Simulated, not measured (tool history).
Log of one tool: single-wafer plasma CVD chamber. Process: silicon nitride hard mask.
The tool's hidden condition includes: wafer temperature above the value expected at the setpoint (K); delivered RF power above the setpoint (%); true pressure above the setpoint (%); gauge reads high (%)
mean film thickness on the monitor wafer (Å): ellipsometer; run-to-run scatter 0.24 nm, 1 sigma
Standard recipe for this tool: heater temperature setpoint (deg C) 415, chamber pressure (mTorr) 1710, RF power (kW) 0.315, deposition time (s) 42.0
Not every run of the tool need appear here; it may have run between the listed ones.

run    hour  heater temperature setpoint (deg C)  chamber pressure (mTorr)  RF power (kW)  deposition time (s)  wafers since the last listed run  hours since the last thermocouple change  hours since the last RF generator calibration  hours since the last manometer calibration  hours since the showerhead was replaced  hours since the gauge calibration  read-back reference wafer on the same gauge, thickness_nm  mean film thickness on the monitor wafer (Å)
  1     0.0                                  415                      1710          0.330                 42.0                                 0                                    1090.2                                           34.2                                      1811.7                                      0.5                             1952.2                                                     49.966                                        507.25
  2    35.0                                  415                      1710          0.330                 42.0                               709                                    1125.2                                           69.2                                      1846.7                                     35.5                             1987.2                                                     49.923                                        509.81
       91.4  -- capacitance manometer re-zeroed and calibrated
  3    92.6                                  415                      1710          0.315                 42.0                              1005                                    1182.8                                          126.8                                         1.2                                     93.1                             2044.8                                                     49.946                                        510.84
  4   154.9                                  415                      1710          0.315                 42.0                              1262                                    1245.1                                          189.1                                        63.5                                    155.4                             2107.1                                                     49.899                                        508.71
  5   198.4                                  415                      1710          0.315                 42.0                               881                                    1288.6                                          232.6                                       107.0                                    198.9                             2150.6                                                     49.940                                        510.21
  6   259.8                                  410                      1450          0.315                 37.3                              1244                                    1350.0                                          294.0                                       168.4                                    260.3                             2212.0                                                     49.893                                        417.80
  7   285.9                                  415                      1710          0.315                 42.0                               528                                    1376.1                                          320.1                                       194.5                                    286.4                             2238.1                                                     49.961                                        505.12
  8   357.8                                  415                      1710          0.315                 35.1                              1456                                    1448.0                                          392.0                                       266.4                                    358.3                             2310.0                                                     49.891                                        422.03
  9   412.0                                  415                      1530          0.335                 48.4                              1098                                    1502.2                                          446.2                                       320.6                                    412.5                             2364.2                                                     49.944                                        571.06
 10   446.9                                  415                      2140          0.270                 35.1                               707                                    1537.1                                          481.1                                       355.5                                    447.4                             2399.1                                                     49.920                                        425.24
 11   513.5                                  415                      1710          0.315                 42.0                              1349                                    1603.7                                          547.7                                       422.1                                    514.0                             2465.7                                                     49.855                                        500.74
      571.4  -- gauge calibrated
 12   577.2                                  425                      1710          0.290                 42.0                              1290                                    1667.4                                          611.4                                       485.8                                    577.7                                5.8                                                     50.026                                        475.42
 13   730.1                                  415                      1710          0.315                 42.0                              3098                                    1820.3                                          764.3                                       638.7                                    730.6                              158.7                                                     49.797                                        502.65
      739.2  -- thermocouple changed; heater temperature recalibrated
 14   793.9                                  407                      1710          0.315                 42.0                              1130                                      54.7                                          828.1                                       702.5                                    794.4                              222.5                                                     49.831                                        508.02
 15   862.1                                  401                      1390          0.315                 42.0                              1381                                     122.9                                          896.3                                       770.7                                    862.6                              290.7                                                     49.938                                        458.89
 16   893.6                                  415                      1710          0.315                 42.0                               638                                     154.4                                          927.8                                       802.2                                    894.1                              322.2                                                     49.816                                        501.68
 17   922.3                                  415                      1710          0.315                 42.0                               581                                     183.1                                          956.5                                       830.9                                    922.8                              350.9                                                     49.826                                        498.91
 18   990.3                                  415                      1500          0.370                 42.0                              1377                                     251.1                                         1024.5                                       898.9                                    990.8                              418.9                                                     49.886                                        510.91
 19  1026.8                                  415                      1710          0.315                 42.0                               739                                     287.6                                         1061.0                                       935.4                                   1027.3                              455.4                                                     49.922                                        495.44
 20  1072.1                                  411                      2020          0.270                 45.8                               917                                     332.9                                         1106.3                                       980.7                                   1072.6                              500.7                                                     49.886                                        540.08
 21  1139.9                                  415                      1710          0.375                 49.5                              1373                                     400.7                                         1174.1                                      1048.5                                   1140.4                              568.5                                                     49.895                                        636.78
 22  1172.5                                  402                      1940          0.315                 42.0                               660                                     433.3                                         1206.7                                      1081.1                                   1173.0                              601.1                                                     49.910                                        530.88
 23  1203.0                                  430                      1340          0.315                 42.0                               618                                     463.8                                         1237.2                                      1111.6                                   1203.5                              631.6                                                     49.905                                        439.78
 24  1403.7                                  415                      1710          0.280                 42.0                              4066                                     664.5                                         1437.9                                      1312.3                                   1404.2                              832.3                                                     49.876                                        467.16
 25  1429.6                                  401                      1840          0.275                 36.3                               524                                     690.4                                         1463.8                                      1338.2                                   1430.1                              858.2                                                     49.981                                        416.44
 26  1453.8                                  415                      1430          0.315                 42.0                               490                                     714.6                                         1488.0                                      1362.4                                   1454.3                              882.4                                                     49.826                                        457.06
 27  1481.4                                  406                      2090          0.315                 34.8                               559                                     742.2                                         1515.6                                      1390.0                                   1481.9                              910.0                                                     49.941                                        448.61
     1572.0  -- RF generator calibrated
 28  1643.7                                  415                      1710          0.375                 42.0                              3126                                     904.5                                           71.7                                      1552.3                                   1644.2                             1072.3                                                     49.867                                        538.72
 29  1670.8                                  400                      1710          0.315                 42.0                               549                                     931.6                                           98.8                                      1579.4                                   1671.3                             1099.4                                                     49.879                                        499.02

Hidden state or all else? Some run-to-run changes of mean film thickness on the monitor wafer (Å), split into what the settings, what came in and random variation would give without the hidden state, and what is left for the hidden state (with any gauge scatter that isn't in both results):
Run 2 -> 3: RF power (kW) 0.330 -> 0.315, capacitance manometer re-zeroed and calibrated. mean film thickness on the monitor wafer (Å) +1.03: hidden state +12.73, all else -11.70.
Run 8 -> 9: chamber pressure (mTorr) 1710 -> 1530, RF power (kW) 0.315 -> 0.335, deposition time (s) 35.1 -> 48.4. mean film thickness on the monitor wafer (Å) +149.03: hidden state -1.95, all else +150.98.
Run 9 -> 10: chamber pressure (mTorr) 1530 -> 2140, RF power (kW) 0.335 -> 0.270, deposition time (s) 48.4 -> 35.1. mean film thickness on the monitor wafer (Å) -145.82: hidden state +1.56, all else -147.38.
Run 27 -> 28: heater temperature setpoint (deg C) 406 -> 415, chamber pressure (mTorr) 2090 -> 1710, RF power (kW) 0.315 -> 0.375, deposition time (s) 34.8 -> 42.0, RF generator calibrated. mean film thickness on the monitor wafer (Å) +90.11: hidden state -5.50, all else +95.61.
